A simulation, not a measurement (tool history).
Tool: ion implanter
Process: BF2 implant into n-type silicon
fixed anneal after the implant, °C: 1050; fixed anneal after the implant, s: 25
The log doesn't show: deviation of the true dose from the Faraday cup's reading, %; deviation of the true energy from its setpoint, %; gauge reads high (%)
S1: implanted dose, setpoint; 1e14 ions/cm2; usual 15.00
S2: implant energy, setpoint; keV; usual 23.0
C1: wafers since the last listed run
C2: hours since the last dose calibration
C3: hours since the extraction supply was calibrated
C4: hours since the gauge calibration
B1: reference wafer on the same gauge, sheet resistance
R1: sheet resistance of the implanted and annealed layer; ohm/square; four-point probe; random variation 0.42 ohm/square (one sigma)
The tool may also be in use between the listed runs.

run   hour     S1    S2   C1     C2      C3     C4      B1      R1
  1    0.0  16.06  23.0    0  412.3  5464.5  228.3  124.95  113.72
  2   13.5  15.00  23.0  172  425.8  5478.0  241.8  125.08  116.30
  3   24.7  15.00  28.5  143  437.0  5489.2  253.0  124.80  108.94
  4   38.2  15.00  28.5  172  450.5  5502.7  266.5  125.17  108.30
  5   47.5  15.00  28.5  119  459.8  5512.0  275.8  124.94  108.28
  6   63.5  15.00  23.0  204  475.8  5528.0  291.8  125.09  116.94
  7   70.4  15.00  23.0   88  482.7  5534.9  298.7  125.17  115.52
  8   82.1  15.00  23.0  149  494.4  5546.6  310.4  125.08  116.10
  9   90.5  15.00  23.0  107  502.8  5555.0  318.8  125.16  115.87
 10  102.6  15.00  23.0  154  514.9  5567.1  330.9  125.10  116.70
     110.9  -- extraction supply calibrated
     114.7  -- Faraday cup replaced and dose calibrated
 11  115.2  15.00  23.0    9    0.5     4.3  343.5  125.00  117.96
 12  125.9  16.02  23.0  137   11.2    15.0  354.2  125.12  114.79
 13  137.7  16.02  23.0  151   23.0    26.8  366.0  125.02  115.39
     143.7  -- gauge calibrated
 14  148.8  13.36  17.0  142   34.1    37.9    5.1  125.11  134.96
 15  166.4  16.89  19.5  225   51.7    55.5   22.7  125.07  119.35
 16  184.3  15.00  27.0  229   69.6    73.4   40.6  125.10  112.41
 17  194.7  11.04  16.5  133   80.0    83.8   51.0  124.94  149.40
 18  209.0  18.75  17.0  183   94.3    98.1   65.3  124.88  119.66
 19  226.0  15.00  28.5  217  111.3   115.1   82.3  125.05  110.72
 20  238.9  15.00  18.0  165  124.2   128.0   95.2  124.99  126.61
 21  252.8  17.45  23.0  178  138.1   141.9  109.1  124.74  112.65
 22  269.0  18.14  21.0  207  154.3   158.1  125.3  124.95  113.69
 23  285.3  15.00  28.5  208  170.6   174.4  141.6  125.03  110.31
 24  294.6  15.00  23.0  119  179.9   183.7  150.9  124.71  117.85
 25  311.7  15.00  23.0  218  197.0   200.8  168.0  125.00  118.05
 26  320.7  15.00  23.0  115  206.0   209.8  177.0  124.98  117.97
 27  337.7  17.70  19.0  217  223.0   226.8  194.0  124.82  117.24
 28  354.0  16.39  28.0  208  239.3   243.1  210.3  124.92  107.69
 29  364.4  17.77  17.5  133  249.7   253.5  220.7  125.22  120.59

Run 30 comes next. What will it give?
 30  379.7  17.93  28.5  195  265.0  268.8  236.0   ?   ?

{"run 30": {"B1": 124.98, "R1": 103.6}}
Without the tool's hidden state the same run would have given R1 103.85 ohm/square.

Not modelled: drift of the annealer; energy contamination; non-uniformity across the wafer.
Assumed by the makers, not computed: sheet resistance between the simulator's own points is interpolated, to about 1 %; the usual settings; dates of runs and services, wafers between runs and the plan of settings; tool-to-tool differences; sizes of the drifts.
